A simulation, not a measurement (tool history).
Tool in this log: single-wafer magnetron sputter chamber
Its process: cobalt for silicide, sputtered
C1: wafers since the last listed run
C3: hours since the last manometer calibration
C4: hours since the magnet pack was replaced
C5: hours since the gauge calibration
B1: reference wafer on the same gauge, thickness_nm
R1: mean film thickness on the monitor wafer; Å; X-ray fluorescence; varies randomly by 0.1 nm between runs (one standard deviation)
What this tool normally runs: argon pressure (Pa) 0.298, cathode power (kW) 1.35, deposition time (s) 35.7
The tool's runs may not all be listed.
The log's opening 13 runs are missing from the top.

At hour 360.8: magnet pack replaced.
Run 14, hour 369.1: usual settings; C1 510; wafers on the sputter target 2224; C3 1891.1; C4 8.3; C5 871.7; B1 28.706. Result: R1 242.11 Å.
Run 15, hour 394.5: usual settings; C1 525; wafers on the sputter target 2749; C3 1916.5; C4 33.7; C5 897.1; B1 28.697. Result: R1 240.87 Å.
At hour 407.8: capacitance manometer re-zeroed and calibrated.
Run 16, hour 411.8: usual settings but argon pressure (Pa) 0.255, cathode power (kW) 1.7; C1 192; wafers on the sputter target 2941; C3 4; C4 51; C5 914.4; B1 28.687. Result: R1 301.31 Å.
At hour 420.7: sputter target and shields replaced.
Run 17, hour 444.4: usual settings; C1 508; wafers on the sputter target 489; C3 36.6; C4 83.6; C5 947; B1 28.691. Result: R1 245.78 Å.
Run 18, hour 473.2: usual settings; C1 595; wafers on the sputter target 1085; C3 65.4; C4 112.4; C5 975.8; B1 28.696. Result: R1 243.56 Å.
Run 19, hour 502: usual settings but argon pressure (Pa) 0.23, cathode power (kW) 1.55, deposition time (s) 40.3; C1 595; wafers on the sputter target 1680; C3 94.2; C4 141.2; C5 1004.6; B1 28.703. Result: R1 318.29 Å.
At hour 521.9: gauge calibrated.
Run 20, hour 537.5: usual settings but argon pressure (Pa) 0.405; C1 733; wafers on the sputter target 2414; C3 129.7; C4 176.7; C5 15.6; B1 28.706. Result: R1 234.4 Å.
Run 21, hour 553.2: usual settings but argon pressure (Pa) 0.221, cathode power (kW) 1.5, deposition time (s) 40.9; C1 324; wafers on the sputter target 2739; C3 145.4; C4 192.4; C5 31.3; B1 28.672. Result: R1 313.16 Å.
At hour 562.3: sputter target and shields replaced.
Run 22, hour 586: usual settings but deposition time (s) 29.1; C1 512; wafers on the sputter target 490; C3 178.2; C4 225.2; C5 64.1; B1 28.685. Result: R1 200.55 Å.
Run 23, hour 602.4: usual settings; C1 339; wafers on the sputter target 829; C3 194.6; C4 241.6; C5 80.5; B1 28.71. Result: R1 244.68 Å.
Run 24, hour 636.4: usual settings but argon pressure (Pa) 0.219, cathode power (kW) 1.1, deposition time (s) 31.4; C1 702; wafers on the sputter target 1532; C3 228.6; C4 275.6; C5 114.5; B1 28.697. Result: R1 181.82 Å.
Run 25, hour 655.3: usual settings but argon pressure (Pa) 0.216, deposition time (s) 42.5; C1 390; wafers on the sputter target 1922; C3 247.5; C4 294.5; C5 133.4; B1 28.667. Result: R1 298.15 Å.
Run 26, hour 672.1: usual settings; C1 347; wafers on the sputter target 2270; C3 264.3; C4 311.3; C5 150.2; B1 28.71. Result: R1 241.36 Å.
Run 27, hour 703.5: usual settings but argon pressure (Pa) 0.407; C1 649; wafers on the sputter target 2919; C3 295.7; C4 342.7; C5 181.6; B1 28.7. Result: R1 232.2 Å.
At hour 732.2: sputter target and shields replaced.
Run 28, hour 791.9: usual settings but cathode power (kW) 1.25, deposition time (s) 31.6; C1 1662; wafers on the sputter target 1234; C3 384.1; C4 431.1; C5 270; B1 28.723. Result: R1 200.71 Å.
Run 29, hour 805.2: usual settings but argon pressure (Pa) 0.368, cathode power (kW) 1.45, deposition time (s) 38; C1 274; wafers on the sputter target 1509; C3 397.4; C4 444.4; C5 283.3; B1 28.699. Result: R1 270.31 Å.

Run 30 is up next; what results do you expect?
Run 30, hour 831.3: usual settings but argon pressure (Pa) 0.209; C1 539; wafers on the sputter target 2049; C3 423.5; C4 470.5; C5 309.4; B1 ?. Result: R1 ?.

Logged for run 30: B1 28.72, R1 251.11 Å.
The same run, on a tool lacking any hidden state, would have yielded R1 255.54 Å.

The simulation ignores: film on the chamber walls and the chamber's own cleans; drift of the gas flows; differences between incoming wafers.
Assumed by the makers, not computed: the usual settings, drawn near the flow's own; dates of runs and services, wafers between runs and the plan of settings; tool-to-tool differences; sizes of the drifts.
